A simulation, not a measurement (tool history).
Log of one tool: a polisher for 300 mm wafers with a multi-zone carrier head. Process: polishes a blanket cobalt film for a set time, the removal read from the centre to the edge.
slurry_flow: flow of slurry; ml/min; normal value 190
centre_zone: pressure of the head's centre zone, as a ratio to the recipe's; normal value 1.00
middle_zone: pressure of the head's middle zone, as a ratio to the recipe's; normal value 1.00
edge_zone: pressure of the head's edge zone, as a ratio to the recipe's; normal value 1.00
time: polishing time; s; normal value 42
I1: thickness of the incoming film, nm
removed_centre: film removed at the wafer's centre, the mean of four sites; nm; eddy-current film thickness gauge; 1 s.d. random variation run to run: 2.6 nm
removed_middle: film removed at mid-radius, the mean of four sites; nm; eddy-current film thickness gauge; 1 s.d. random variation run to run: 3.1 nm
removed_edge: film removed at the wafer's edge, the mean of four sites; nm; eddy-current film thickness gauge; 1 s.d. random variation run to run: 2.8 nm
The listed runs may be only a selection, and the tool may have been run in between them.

run 1 day=0.000 | slurry_flow=190 centre_zone=1.00 middle_zone=1.00 edge_zone=1.00 time=42 | I1=1519.1 | removed_centre=180.0 removed_middle=186.7 removed_edge=189.7
run 2 day=1.421 | slurry_flow=190 centre_zone=1.00 middle_zone=1.00 edge_zone=1.00 time=42 | I1=1507.3 | removed_centre=165.2 removed_middle=175.0 removed_edge=181.2
run 3 day=2.075 | slurry_flow=190 centre_zone=1.00 middle_zone=0.93 edge_zone=0.96 time=50 | I1=1531.5 | removed_centre=180.0 removed_middle=181.3 removed_edge=202.1
run 4 day=2.671 | slurry_flow=190 centre_zone=1.00 middle_zone=1.00 edge_zone=1.00 time=42 | I1=1511.9 | removed_centre=143.0 removed_middle=148.5 removed_edge=165.9
-- day=3.129 slurry nozzle cleaned
run 5 day=3.250 | slurry_flow=190 centre_zone=1.00 middle_zone=1.00 edge_zone=1.00 time=42 | I1=1514.0 | removed_centre=208.6 removed_middle=206.9 removed_edge=210.9
run 6 day=4.171 | slurry_flow=160 centre_zone=1.00 middle_zone=1.00 edge_zone=1.00 time=51 | I1=1516.0 | removed_centre=236.2 removed_middle=241.6 removed_edge=239.1
run 7 day=5.683 | slurry_flow=190 centre_zone=0.94 middle_zone=1.00 edge_zone=1.00 time=42 | I1=1517.6 | removed_centre=192.1 removed_middle=207.3 removed_edge=204.1
run 8 day=6.846 | slurry_flow=190 centre_zone=1.00 middle_zone=0.95 edge_zone=1.00 time=42 | I1=1530.7 | removed_centre=201.6 removed_middle=197.4 removed_edge=203.8
run 9 day=7.542 | slurry_flow=190 centre_zone=0.97 middle_zone=1.05 edge_zone=0.96 time=42 | I1=1541.3 | removed_centre=193.7 removed_middle=214.3 removed_edge=206.1
-- day=8.262 worn pad replaced by a new one
run 10 day=8.325 | slurry_flow=190 centre_zone=1.00 middle_zone=1.00 edge_zone=1.00 time=47 | I1=1534.3 | removed_centre=227.3 removed_middle=226.4 removed_edge=229.5
run 11 day=8.838 | slurry_flow=190 centre_zone=1.00 middle_zone=1.00 edge_zone=1.00 time=42 | I1=1503.6 | removed_centre=202.2 removed_middle=207.3 removed_edge=206.3
run 12 day=10.129 | slurry_flow=190 centre_zone=1.00 middle_zone=1.00 edge_zone=1.00 time=51 | I1=1531.9 | removed_centre=244.9 removed_middle=238.3 removed_edge=244.6
run 13 day=11.629 | slurry_flow=190 centre_zone=0.91 middle_zone=1.00 edge_zone=1.00 time=42 | I1=1521.3 | removed_centre=175.7 removed_middle=197.6 removed_edge=199.5
run 14 day=12.433 | slurry_flow=145 centre_zone=0.94 middle_zone=1.10 edge_zone=1.00 time=47 | I1=1546.5 | removed_centre=171.4 removed_middle=200.7 removed_edge=203.0
-- day=13.492 centre zone pressure recalibrated
run 15 day=13.850 | slurry_flow=190 centre_zone=0.92 middle_zone=1.05 edge_zone=1.00 time=42 | I1=1532.7 | removed_centre=171.4 removed_middle=199.4 removed_edge=194.4
run 16 day=15.129 | slurry_flow=190 centre_zone=1.00 middle_zone=1.00 edge_zone=1.00 time=42 | I1=1538.2 | removed_centre=170.2 removed_middle=175.9 removed_edge=184.3
run 17 day=15.875 | slurry_flow=140 centre_zone=1.00 middle_zone=0.92 edge_zone=1.00 time=42 | I1=1498.7 | removed_centre=120.6 removed_middle=120.8 removed_edge=154.7
-- day=16.379 slurry nozzle cleaned
-- day=16.729 worn pad replaced by a new one
run 18 day=16.750 | slurry_flow=190 centre_zone=1.00 middle_zone=1.00 edge_zone=1.00 time=42 | I1=1533.9 | removed_centre=197.1 removed_middle=205.8 removed_edge=204.9
run 19 day=17.492 | slurry_flow=255 centre_zone=1.00 middle_zone=1.00 edge_zone=1.00 time=37 | I1=1502.9 | removed_centre=195.9 removed_middle=194.0 removed_edge=184.3
run 20 day=18.842 | slurry_flow=190 centre_zone=1.00 middle_zone=1.00 edge_zone=1.00 time=39 | I1=1512.9 | removed_centre=187.7 removed_middle=194.1 removed_edge=187.8
run 21 day=19.417 | slurry_flow=245 centre_zone=1.00 middle_zone=0.89 edge_zone=0.94 time=36 | I1=1510.3 | removed_centre=185.0 removed_middle=162.6 removed_edge=179.9
run 22 day=20.204 | slurry_flow=190 centre_zone=1.10 middle_zone=1.09 edge_zone=1.06 time=42 | I1=1521.3 | removed_centre=219.1 removed_middle=222.2 removed_edge=209.9
run 23 day=21.242 | slurry_flow=150 centre_zone=1.00 middle_zone=1.00 edge_zone=1.00 time=42 | I1=1490.5 | removed_centre=177.9 removed_middle=186.2 removed_edge=191.9

3 options for the next run, each taken on its own from the tool as it stands now. Forecast them:
run A day=21.258 | slurry_flow=190 centre_zone=1.00 middle_zone=1.00 edge_zone=0.93 time=42 | I1=1537.3 | removed_centre=? removed_middle=? removed_edge=?
run B day=21.258 | slurry_flow=160 centre_zone=1.00 middle_zone=1.00 edge_zone=1.00 time=42 | I1=1537.3 | removed_centre=? removed_middle=? removed_edge=?
run C day=21.258 | slurry_flow=190 centre_zone=1.08 middle_zone=1.07 edge_zone=1.00 time=42 | I1=1537.3 | removed_centre=? removed_middle=? removed_edge=?

run=A removed_centre=199.1 removed_middle=202.0 removed_edge=199.0
run=B removed_centre=185.4 removed_middle=189.7 removed_edge=196.9
run=C removed_centre=215.2 removed_middle=213.9 removed_edge=205.8
With no hidden state in the tool, these same runs would have given:
run=A removed_centre=207.0 removed_middle=209.2 removed_edge=204.1
run=B removed_centre=195.4 removed_middle=198.6 removed_edge=203.5
run=C removed_centre=223.8 removed_middle=221.5 removed_edge=211.1
